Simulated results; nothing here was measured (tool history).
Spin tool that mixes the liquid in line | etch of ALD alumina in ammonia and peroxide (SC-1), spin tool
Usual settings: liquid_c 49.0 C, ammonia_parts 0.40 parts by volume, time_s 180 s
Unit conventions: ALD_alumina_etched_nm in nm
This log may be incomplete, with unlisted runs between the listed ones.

run,hour,liquid_c,ammonia_parts,time_s,wafers since the last listed run,hours since the thermometer was replaced,hours since the ammonia flow meter was replaced,hours since the heated supply line was repaired,hours since the drum of ammonia solution was connected,hours since the gauge calibration,"read-back film thickness of the ALD alumina reference wafer, read on the same gauge (nm)",ALD_alumina_etched_nm
1,0.0,49.0,0.40,180,0,729.0,1909.2,1930.5,272.0,88.5,100.01,10.05
2,44.8,49.0,0.40,180,241,773.8,1954.0,1975.3,316.8,133.3,99.97,10.11
3,79.6,49.0,0.40,180,187,808.6,1988.8,2010.1,351.6,168.1,100.00,10.12
4,115.0,49.0,0.40,180,191,844.0,2024.2,2045.5,387.0,203.5,100.00,10.16
5,177.9,49.0,0.40,180,339,906.9,2087.1,2108.4,449.9,266.4,100.00,10.19
6,200.7,49.0,0.40,180,123,929.7,2109.9,2131.2,472.7,289.2,99.99,10.30
7,222.7,49.0,0.40,180,118,951.7,2131.9,2153.2,494.7,311.2,100.01,10.29
# hour 232.6: ammonia flow meter replaced
8,235.4,49.0,0.40,180,63,964.4,2.8,2165.9,507.4,323.9,99.99,10.19
# hour 250.0: thermometer replaced
9,254.0,49.0,0.40,180,95,4.0,21.4,2184.5,526.0,342.5,100.01,9.60
10,285.3,49.0,0.40,180,168,35.3,52.7,2215.8,557.3,373.8,100.00,9.60
11,313.2,49.0,0.40,180,150,63.2,80.6,2243.7,585.2,401.7,99.99,9.64
12,341.9,49.0,0.55,265,154,91.9,109.3,2272.4,613.9,430.4,100.02,14.58
13,359.0,40.5,0.40,75,92,109.0,126.4,2289.5,631.0,447.5,100.00,2.47
14,381.9,49.0,0.40,140,123,131.9,149.3,2312.4,653.9,470.4,100.02,7.48
# hour 384.1: heated supply line repaired
# hour 406.6: new drum of ammonia solution connected
15,415.2,49.0,0.40,180,168,165.2,182.6,31.1,8.6,503.7,99.99,9.72
# hour 433.6: gauge calibrated
16,448.2,53.0,0.60,95,178,198.2,215.6,64.1,41.6,14.6,100.01,6.63
17,480.7,42.0,0.60,105,175,230.7,248.1,96.6,74.1,47.1,100.00,3.98
18,503.0,49.0,0.40,80,120,253.0,270.4,118.9,96.4,69.4,100.00,4.32
19,525.7,52.5,0.25,180,122,275.7,293.1,141.6,119.1,92.1,100.00,11.29
20,554.4,49.0,0.40,140,154,304.4,321.8,170.3,147.8,120.8,99.99,7.64

Run by run, hidden condition taken away, random variation retained:
What the log doesn't record here: liquid hotter than its thermometer reads (K); ammonia flow above the setpoint (%); temperature lost on the way to the wafer (K); ammonia solution weaker than its label (%); gauge reads high (%).
run,ALD_alumina_etched_nm
1,9.39
2,9.41
3,9.39
4,9.40
5,9.37
6,9.45
7,9.42
8,9.32
9,9.45
10,9.42
11,9.44
12,14.24
13,2.41
14,7.28
15,9.42
16,6.42
17,3.83
18,4.16
19,10.85
20,7.31

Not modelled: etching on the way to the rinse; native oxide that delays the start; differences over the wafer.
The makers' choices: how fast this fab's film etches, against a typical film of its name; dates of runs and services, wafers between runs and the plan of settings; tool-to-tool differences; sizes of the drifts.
